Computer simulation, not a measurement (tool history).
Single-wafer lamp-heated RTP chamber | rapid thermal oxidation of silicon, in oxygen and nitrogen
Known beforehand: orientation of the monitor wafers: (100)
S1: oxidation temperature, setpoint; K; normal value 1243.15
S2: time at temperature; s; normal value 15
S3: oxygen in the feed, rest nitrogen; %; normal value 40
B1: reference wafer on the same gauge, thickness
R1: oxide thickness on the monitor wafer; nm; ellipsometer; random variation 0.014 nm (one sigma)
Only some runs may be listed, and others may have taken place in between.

run   hour       S1  S2  S3     B1     R1
  1    0.0  1258.15  10  40  2.843  2.747
  2   15.0  1258.15  10  40  2.847  2.726
  3   41.3  1243.15  15  40  2.849  2.839
  4   63.0  1243.15  15  40  2.849  2.835
  5   77.5  1243.15  15  40  2.846  2.847
  6   97.7  1243.15  15  57  2.846  3.016
  7  131.0  1243.15  15  57  2.849  2.987
  8  154.5  1243.15  15  57  2.850  2.995
  9  170.1  1262.15  15  40  2.852  3.012
 10  205.9  1262.15  15  40  2.849  3.066
 11  225.3  1262.15  15  40  2.852  3.057
     245.1  -- pyrometer window cleaned and pyrometer calibrated
 12  259.3  1243.15  12  40  2.854  2.731
 13  291.2  1243.15  12  40  2.855  2.719
 14  312.2  1253.15  20  40  2.856  3.153
 15  339.6  1243.15  20  40  2.855  3.017
 16  354.1  1261.15  15  55  2.858  3.222
 17  383.5  1243.15  11  40  2.859  2.678
 18  398.1  1262.15  15  40  2.858  3.057
 19  424.3  1217.15   9  17  2.859  2.351
     446.8  -- oxygen flow controller replaced
 20  447.3  1234.15  15  40  2.860  2.757
     447.7  -- gauge calibrated
 21  475.7  1232.15  15  40  2.776  2.680
 22  504.1  1271.15  17  17  2.783  2.798
 23  519.7  1243.15  18  40  2.786  2.922
 24  550.5  1229.15  10  40  2.791  2.507
 25  579.8  1252.15  22  17  2.797  2.811
 26  613.9  1243.15  15  40  2.805  2.790
 27  631.6  1267.15  15  40  2.806  3.051
 28  645.1  1262.15  15  40  2.806  2.993
 29  677.1  1267.15  15  40  2.816  3.086
 30  699.1  1243.15  15  40  2.820  2.813
 31  728.5  1243.15  15  40  2.821  2.818
 32  747.0  1257.15  20  21  2.824  2.874
 33  770.8  1243.15  15  40  2.831  2.838
 34  792.1  1251.15  20  53  2.829  3.272
 35  826.6  1243.15  15  40  2.837  2.819
 36  866.2  1232.15  15  40  2.838  2.741
 37  896.1  1269.15  15  62  2.840  3.462

Pick out some run-to-run changes in R1. Of each, how much would a tool without hidden state show as well, from the settings, what came in and chance, and how much is left for the hidden state and any gauge scatter not in both results compared?
What the log doesn't record here: true wafer temperature minus pyrometer reading, K; deviation of the oxygen flow from its setpoint, %; gauge reads high (%).
Run 16 -> 17: S1 1261.15 -> 1243.15, S2 15 -> 11, S3 55 -> 40. R1 -0.544 nm: hidden state -0.018, all else -0.526.
Run 18 -> 19: S1 1262.15 -> 1217.15, S2 15 -> 9, S3 40 -> 17. R1 -0.706 nm: hidden state -0.024, all else -0.682.
Run 20 -> 21: S1 1234.15 -> 1232.15, gauge calibrated. R1 -0.077 nm: hidden state -0.077, all else +0.000.
Run 36 -> 37: S1 1232.15 -> 1269.15, S3 40 -> 62. R1 +0.721 nm: hidden state +0.023, all else +0.698.

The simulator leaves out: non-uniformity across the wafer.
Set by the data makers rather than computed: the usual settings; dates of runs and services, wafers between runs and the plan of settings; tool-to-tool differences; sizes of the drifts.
